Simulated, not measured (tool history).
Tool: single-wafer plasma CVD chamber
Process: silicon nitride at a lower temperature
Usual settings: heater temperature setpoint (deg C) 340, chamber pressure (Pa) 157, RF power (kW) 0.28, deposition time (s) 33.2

run   hour  heater temperature setpoint (deg C)  chamber pressure (Pa)  RF power (kW)  deposition time (s)  wafers since the last listed run  hours since the last thermocouple change  hours since the last RF generator calibration  hours since the last manometer calibration  hours since the showerhead was replaced  hours since the gauge calibration  read-back reference wafer on the same gauge, thickness_nm  mean film thickness on the monitor wafer (angstrom)
  1      0                                  333                    137           0.28                 33.2                                 0                                       737                                         1020.5                                       284.4                                   5009.8                              902.8                                                     26.592                                                293.2
  2  137.5                                  340                    157           0.28                 31.5                              3069                                     874.5                                           1158                                       421.9                                   5147.3                             1040.3                                                     26.586                                                  290
  3  214.7                                  340                    185           0.28                 33.2                              1723                                     951.7                                         1235.2                                       499.1                                   5224.5                             1117.5                                                     26.584                                               320.81
  4    359                                  340                    185           0.28                 33.2                              3220                                      1096                                         1379.5                                       643.4                                   5368.8                             1261.8                                                     26.634                                               321.52
  5  414.7                                  340                    185           0.28                 33.2                              1243                                    1151.7                                         1435.2                                       699.1                                   5424.5                             1317.5                                                     26.602                                               320.47
  6  461.1                                  340                    157           0.28                 33.2                              1035                                    1198.1                                         1481.6                                       745.5                                   5470.9                             1363.9                                                     26.626                                               303.74
  7  503.5                                  340                    157           0.24                 33.2                               946                                    1240.5                                           1524                                       787.9                                   5513.3                             1406.3                                                     26.605                                                288.9
     564.1  -- RF generator calibrated
  8  594.6                                  340                    157           0.24                 33.2                              1854                                    1331.6                                           30.5                                         879                                   5604.4                             1497.4                                                     26.589                                               285.04
  9  692.1                                  340                    157           0.24                 33.2                              2176                                    1429.1                                            128                                       976.5                                   5701.9                             1594.9                                                     26.625                                                283.8
     721.2  -- gauge calibrated
 10  796.1                                  340                    157           0.28                 33.2                              2321                                    1533.1                                            232                                      1080.5                                   5805.9                               74.9                                                     26.601                                               300.24
     880.1  -- RF generator calibrated, repeated, since the last time left the tool worse
 11  882.1                                  332                    157           0.28                   39                              1740                                    1619.1                                              2                                      1166.5                                   5891.9                              160.9                                                      26.59                                               366.14

Run 12 comes next. What will it give?
      940.2  -- capacitance manometer re-zeroed and calibrated
 12  1069.9                                  330                    157          0.235                 33.2                              4013                                    1806.9                                          189.8                                       129.7                                   6079.7                              348.7                                                          ?                                                    ?

read-back reference wafer on the same gauge, thickness_nm: 26.599
mean film thickness on the monitor wafer (angstrom): 294.14
Without the tool's hidden state the same run would have given mean film thickness on the monitor wafer (angstrom) 295.39.

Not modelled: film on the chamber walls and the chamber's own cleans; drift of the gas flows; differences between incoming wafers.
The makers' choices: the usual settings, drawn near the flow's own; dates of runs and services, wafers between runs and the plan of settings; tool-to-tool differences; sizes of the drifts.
